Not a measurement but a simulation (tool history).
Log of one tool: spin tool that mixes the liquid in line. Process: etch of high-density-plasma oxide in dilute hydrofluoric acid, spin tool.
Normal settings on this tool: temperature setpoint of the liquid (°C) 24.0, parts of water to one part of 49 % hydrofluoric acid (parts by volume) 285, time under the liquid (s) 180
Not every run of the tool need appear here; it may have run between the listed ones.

run   hour  temperature setpoint of the liquid (°C)  parts of water to one part of 49 % hydrofluoric acid (parts by volume)  time under the liquid (s)  read-back film thickness of the high-density-plasma oxide reference wafer, read on the same gauge (nm)  thickness taken off the high-density-plasma oxide on a monitor wafer (Å)
  1    0.0                                     24.0                                                                     350                        180                                                                                                  70.021                                                                     21.07
  2   11.6                                     24.0                                                                     350                        180                                                                                                  70.014                                                                     21.22
  3   26.6                                     24.0                                                                     285                        180                                                                                                  69.955                                                                     28.27
  4   36.2                                     24.0                                                                     285                        180                                                                                                  69.996                                                                     27.88
  5   45.8                                     24.0                                                                     285                        180                                                                                                  69.972                                                                     28.12
  6   61.4                                     24.0                                                                     285                        180                                                                                                  69.982                                                                     27.77
  7   77.2                                     24.0                                                                     285                        180                                                                                                  69.989                                                                     28.02
  8   86.5                                     24.0                                                                     285                        180                                                                                                  69.983                                                                     27.93
  9  103.5                                     27.0                                                                     285                        110                                                                                                  69.998                                                                     19.21
 10  113.3                                     27.0                                                                     285                        110                                                                                                  70.009                                                                     19.11
 11  131.2                                     24.0                                                                     285                        180                                                                                                  70.016                                                                     28.24
 12  140.3                                     24.0                                                                     285                        260                                                                                                  69.976                                                                     40.64
     154.0  -- thermometer replaced
 13  154.5                                     21.5                                                                     195                        230                                                                                                  70.015                                                                     49.05
 14  164.6                                     24.0                                                                     285                        180                                                                                                  69.990                                                                     25.92
 15  175.3                                     24.0                                                                     285                        180                                                                                                  70.036                                                                     26.10
 16  182.0                                     24.0                                                                     340                        180                                                                                                  69.992                                                                     20.78
     187.3  -- gauge calibrated
     209.4  -- hydrofluoric acid flow meter replaced
 17  219.0                                     24.0                                                                     285                        180                                                                                                  70.053                                                                     26.52
 18  229.7                                     24.0                                                                     325                        180                                                                                                  70.009                                                                     21.99
 19  242.9                                     19.0                                                                     285                        125                                                                                                  69.998                                                                     15.24
 20  252.8                                     24.0                                                                     335                        180                                                                                                  69.989                                                                     21.23
 21  264.9                                     24.0                                                                     285                        180                                                                                                  69.961                                                                     26.60
 22  281.7                                     29.0                                                                     165                         80                                                                                                  69.991                                                                     27.62

Here are 5 independent what-if runs from the current tool condition. What would each one return?
  A  282.2                                     28.5                                                                     285                        180                                                                                                       ?                                                                         ?
  B  282.2                                     21.0                                                                     165                        210                                                                                                       ?                                                                         ?
  C  282.2                                     28.5                                                                     325                        130                                                                                                       ?                                                                         ?
  D  282.2                                     26.5                                                                     145                        180                                                                                                       ?                                                                         ?
  E  282.2                                     20.0                                                                     230                        125                                                                                                       ?                                                                         ?

run  read-back film thickness of the high-density-plasma oxide reference wafer, read on the same gauge (nm)  thickness taken off the high-density-plasma oxide on a monitor wafer (Å)
  A                                                                                                  69.953                                                                     30.67
  B                                                                                                  69.953                                                                     53.92
  C                                                                                                  69.953                                                                     18.60
  D                                                                                                  69.953                                                                     66.26
  E                                                                                                  69.953                                                                     20.74
The same runs, with their run-to-run variation unchanged, on a tool lacking any hidden condition would have given:
run  thickness taken off the high-density-plasma oxide on a monitor wafer (Å)
  A                                                                     29.61
  B                                                                     51.73
  C                                                                     17.97
  D                                                                     63.67
  E                                                                     19.92
